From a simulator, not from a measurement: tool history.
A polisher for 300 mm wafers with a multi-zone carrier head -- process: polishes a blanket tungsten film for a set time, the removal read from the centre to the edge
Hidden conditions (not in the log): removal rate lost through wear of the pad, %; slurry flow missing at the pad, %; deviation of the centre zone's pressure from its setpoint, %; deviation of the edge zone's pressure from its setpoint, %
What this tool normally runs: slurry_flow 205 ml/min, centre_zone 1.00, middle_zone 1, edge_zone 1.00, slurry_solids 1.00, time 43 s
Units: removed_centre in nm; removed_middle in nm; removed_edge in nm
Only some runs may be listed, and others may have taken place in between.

run	hour	slurry_flow	centre_zone	middle_zone	edge_zone	slurry_solids	time	wafers since the last listed run	wafers polished on this pad	hours since the slurry nozzle was cleaned	hours since the centre zone pressure was calibrated	hours since the edge zone pressure was calibrated	hours since the carrier head's membrane was replaced	incoming thickness of the incoming film, nm	removed_centre	removed_middle	removed_edge
1	0.0	205	1.00	1	1.00	1.00	43	0	1202	603.7	563.7	1071.9	1075.3	612.0	219.5	210.2	217.8
# hour 10.7: worn pad replaced by a new one
2	14.3	205	1.00	1	1.00	1.00	43	122	43	618.0	578.0	1086.2	1089.6	614.1	240.2	232.0	242.9
3	26.0	205	1.00	1	1.00	1.00	43	139	182	629.7	589.7	1097.9	1101.3	614.7	230.3	226.5	234.3
4	41.7	205	1.00	1	1.00	1.00	43	186	368	645.4	605.4	1113.6	1117.0	615.8	228.8	221.6	227.9
5	56.9	205	1.00	1	1.00	1.00	43	180	549	660.6	620.6	1128.8	1132.2	611.6	228.6	216.6	222.0
6	72.1	205	1.00	1	1.00	1.00	43	180	729	675.8	635.8	1144.0	1147.4	615.9	219.8	212.6	223.2
# hour 75.4: edge zone pressure recalibrated
# hour 80.3: centre zone pressure recalibrated
7	83.1	205	1.00	1	1.00	1.00	43	83	813	686.8	2.8	7.7	1158.4	611.4	223.0	211.9	221.9
8	99.3	205	1.00	1	1.00	1.00	43	192	1005	703.0	19.0	23.9	1174.6	603.7	213.7	207.4	218.8
# hour 113.7: carrier head's membrane replaced by a new one
# hour 114.5: worn pad replaced by a new one
9	115.0	205	1.00	1	1.00	1.00	43	117	6	718.7	34.7	39.6	1.3	611.7	248.7	239.1	249.5
10	123.2	260	1.00	1	1.00	1.00	43	97	103	726.9	42.9	47.8	9.5	596.9	246.4	234.9	244.8
11	138.7	205	1.00	1	1.00	1.00	43	184	287	742.4	58.4	63.3	25.0	613.7	233.3	226.0	233.6
# hour 142.1: slurry nozzle cleaned
12	153.2	205	0.88	1	1.00	1.00	43	160	448	11.1	72.9	77.8	39.5	614.7	203.8	219.2	229.5
13	168.8	255	1.00	1	1.12	1.00	43	185	633	26.7	88.5	93.4	55.1	602.8	225.8	221.7	240.8
14	184.9	205	1.12	1	1.00	1.00	43	191	825	42.8	104.6	109.5	71.2	610.9	243.8	214.6	225.0

Entry by entry between the runs, the difference in hidden state between the last listed run before and the first listed run after:
Run 1 -> run 2: worn pad replaced by a new one (hour 10.7)
  removal rate lost through wear of the pad, %: 12.2 -> 2.65
  what was measured, less what the result would be without the hidden state, removed_centre: -30.5 -> -6.5 nm; removed_middle: -29.2 -> -6.3 nm; removed_edge: -30.3 -> -6.6 nm
Run 6 -> run 7: edge zone pressure recalibrated (hour 75.4); centre zone pressure recalibrated (hour 80.3)
  removal rate lost through wear of the pad, %: 11.4 -> 12
  what was measured, less what the result would be without the hidden state, removed_centre: -28.3 -> -30.5 nm; removed_middle: -27.3 -> -29.0 nm; removed_edge: -28.7 -> -30.3 nm
Run 8 -> run 9: carrier head's membrane replaced by a new one (hour 113.7); worn pad replaced by a new one (hour 114.5)
  removal rate lost through wear of the pad, %: 12.6 -> 0.493
  what was measured, less what the result would be without the hidden state, removed_centre: -30.9 -> -1.2 nm; removed_middle: -30.0 -> -1.2 nm; removed_edge: -31.6 -> -1.3 nm
Run 11 -> run 12: slurry nozzle cleaned (hour 142.1)
  removal rate lost through wear of the pad, %: 6.19 -> 8.25
  what was measured, less what the result would be without the hidden state, removed_centre: -15.4 -> -18.4 nm; removed_middle: -14.9 -> -19.7 nm; removed_edge: -15.4 -> -20.7 nm
